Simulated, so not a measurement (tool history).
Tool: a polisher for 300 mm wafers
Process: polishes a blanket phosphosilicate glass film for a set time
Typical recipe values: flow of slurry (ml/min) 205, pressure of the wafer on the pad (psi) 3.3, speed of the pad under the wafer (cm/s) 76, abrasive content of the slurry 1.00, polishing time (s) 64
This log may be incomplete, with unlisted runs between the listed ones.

run    hour  flow of slurry (ml/min)  pressure of the wafer on the pad (psi)  speed of the pad under the wafer (cm/s)  abrasive content of the slurry  polishing time (s)  wafers since the last listed run  wafers polished on this pad  hours since the slurry nozzle was cleaned  hours since the head pressure was calibrated  hours since the slurry blender was calibrated  hours since the conditioning disc was replaced  incoming thickness of the incoming film, nm  film removed (Å)
  1     0.0                      205                                     3.9                                       76                            1.00                  64                                 0                          473                                      350.2                                         318.8                                           72.0                                           250.6                                       2487.0              5482
  2    41.7                      205                                     3.3                                       76                            1.00                  64                               368                          842                                      391.9                                         360.5                                          113.7                                           292.3                                       2457.6              4548
      101.9  -- slurry nozzle cleaned
      137.9  -- head pressure recalibrated
      278.8  -- conditioning disc replaced and pad reconditioned
  3   298.8                      205                                     3.3                                       76                            1.00                  64                              2225                         3067                                      196.9                                         160.9                                          370.8                                            20.0                                       2453.2              4598
      354.3  -- worn pad replaced by a new one
      385.1  -- slurry blender recalibrated
  4   404.9                      205                                     3.3                                       76                            1.00                  64                               883                          428                                      303.0                                         267.0                                           19.8                                           126.1                                       2416.4              4506
  5   442.9                      205                                     2.5                                       76                            1.00                  54                               335                          764                                      341.0                                         305.0                                           57.8                                           164.1                                       2446.8              2954
  6   525.5                      205                                     2.5                                       76                            1.00                  54                               729                         1493                                      423.6                                         387.6                                          140.4                                           246.7                                       2416.7              2846
      533.0  -- head pressure recalibrated
      583.4  -- slurry nozzle cleaned
  7   627.4                      205                                     2.5                                       76                            1.00                  54                               872                         2366                                       44.0                                          94.4                                          242.3                                           348.6                                       2455.3              2940
  8   687.1                      205                                     3.3                                       56                            1.00                  64                               526                         2893                                      103.7                                         154.1                                          302.0                                           408.3                                       2411.5              3598
      780.0  -- conditioning disc replaced and pad reconditioned
  9   787.0                      205                                     3.3                                       56                            1.00                  64                               864                         3757                                      203.6                                         254.0                                          401.9                                             7.0                                       2409.6              3529
      832.2  -- slurry blender recalibrated
      850.6  -- worn pad replaced by a new one
 10   874.3                      205                                     3.6                                       96                            1.10                  77                               717                          209                                      290.9                                         341.3                                           42.1                                            94.3                                       2404.1              7399
 11   914.0                      205                                     3.6                                       96                            1.10                  77                               350                          559                                      330.6                                         381.0                                           81.8                                           134.0                                       2445.6              7404
 12   984.2                      205                                     3.3                                       76                            1.00                  64                               619                         1179                                      400.8                                         451.2                                          152.0                                           204.2                                       2441.0              4525
      994.4  -- head pressure recalibrated
     1008.1  -- slurry nozzle cleaned
 13  1064.4                      205                                     3.3                                       76                            1.00                  64                               681                         1860                                       56.3                                          70.0                                          232.2                                           284.4                                       2413.8              4533
 14  1102.6                      205                                     2.6                                       76                            1.00                  64                               337                         2197                                       94.5                                         108.2                                          270.4                                           322.6                                       2461.1              3631
 15  1205.9                      205                                     3.3                                       76                            1.00                  64                               911                         3109                                      197.8                                         211.5                                          373.7                                           425.9                                       2385.7              4588
     1295.8  -- conditioning disc replaced and pad reconditioned
 16  1306.5                      205                                     2.4                                       76                            1.00                  64                               870                         3979                                      298.4                                         312.1                                          474.3                                            10.7                                       2408.7              3270
     1350.1  -- slurry blender recalibrated
     1356.1  -- worn pad replaced by a new one
 17  1407.3                      205                                     3.3                                       68                            1.00                  64                               836                          452                                      399.2                                         412.9                                           57.2                                           111.5                                       2431.7              4210
     1427.9  -- head pressure recalibrated
 18  1457.0                      205                                     3.3                                       76                            1.10                  64                               421                          873                                      448.9                                          29.1                                          106.9                                           161.2                                       2429.7              4737
 19  1537.5                      205                                     2.6                                       76                            1.00                  64                               710                         1583                                      529.4                                         109.6                                          187.4                                           241.7                                       2454.4              3604
     1540.1  -- slurry nozzle cleaned
 20  1633.7                      205                                     3.3                                       76                            0.90                  49                               840                         2424                                       93.6                                         205.8                                          283.6                                           337.9                                       2428.0              3390
 21  1688.4                      205                                     3.3                                       76                            1.00                  64                               482                         2906                                      148.3                                         260.5                                          338.3                                           392.6                                       2436.8              4618
     1705.6  -- conditioning disc replaced and pad reconditioned
 22  1731.0                      165                                     2.2                                       76                            1.00                  64                               358                         3265                                      190.9                                         303.1                                          380.9                                            25.4                                       2446.7              2844
     1769.2  -- slurry blender recalibrated
     1771.7  -- worn pad replaced by a new one
 23  1812.9                      205                                     4.1                                       76                            0.75                  64                               682                          363                                      272.8                                         385.0                                           43.7                                           107.3                                       2460.7              5124
     1844.2  -- head pressure recalibrated
 24  1912.0                      250                                     3.3                                       62                            1.00                  81                               857                         1220                                      371.9                                          67.8                                          142.8                                           206.4                                       2442.7              5033

Entry by entry between the runs, the difference in hidden state between the last listed run before and the first listed run after:
Between runs 2 and 3: slurry nozzle cleaned (hour 101.9); head pressure recalibrated (hour 137.9); conditioning disc replaced and pad reconditioned (hour 278.8)
  no hidden state differs between the two runs
Between runs 3 and 4: worn pad replaced by a new one (hour 354.3); slurry blender recalibrated (hour 385.1)
  no hidden state differs between the two runs
Between runs 6 and 7: head pressure recalibrated (hour 533.0); slurry nozzle cleaned (hour 583.4)
  no hidden state differs between the two runs
Between runs 8 and 9: conditioning disc replaced and pad reconditioned (hour 780.0)
  no hidden state differs between the two runs
Between runs 9 and 10: slurry blender recalibrated (hour 832.2); worn pad replaced by a new one (hour 850.6)
  no hidden state differs between the two runs
Between runs 12 and 13: head pressure recalibrated (hour 994.4); slurry nozzle cleaned (hour 1008.1)
  no hidden state differs between the two runs
Between runs 15 and 16: conditioning disc replaced and pad reconditioned (hour 1295.8)
  no hidden state differs between the two runs
Between runs 16 and 17: slurry blender recalibrated (hour 1350.1); worn pad replaced by a new one (hour 1356.1)
  no hidden state differs between the two runs
Between runs 17 and 18: head pressure recalibrated (hour 1427.9)
  no hidden state differs between the two runs
Between runs 19 and 20: slurry nozzle cleaned (hour 1540.1)
  no hidden state differs between the two runs
Between runs 21 and 22: conditioning disc replaced and pad reconditioned (hour 1705.6)
  no hidden state differs between the two runs
Between runs 22 and 23: slurry blender recalibrated (hour 1769.2); worn pad replaced by a new one (hour 1771.7)
  no hidden state differs between the two runs
Between runs 23 and 24: head pressure recalibrated (hour 1844.2)
  no hidden state differs between the two runs

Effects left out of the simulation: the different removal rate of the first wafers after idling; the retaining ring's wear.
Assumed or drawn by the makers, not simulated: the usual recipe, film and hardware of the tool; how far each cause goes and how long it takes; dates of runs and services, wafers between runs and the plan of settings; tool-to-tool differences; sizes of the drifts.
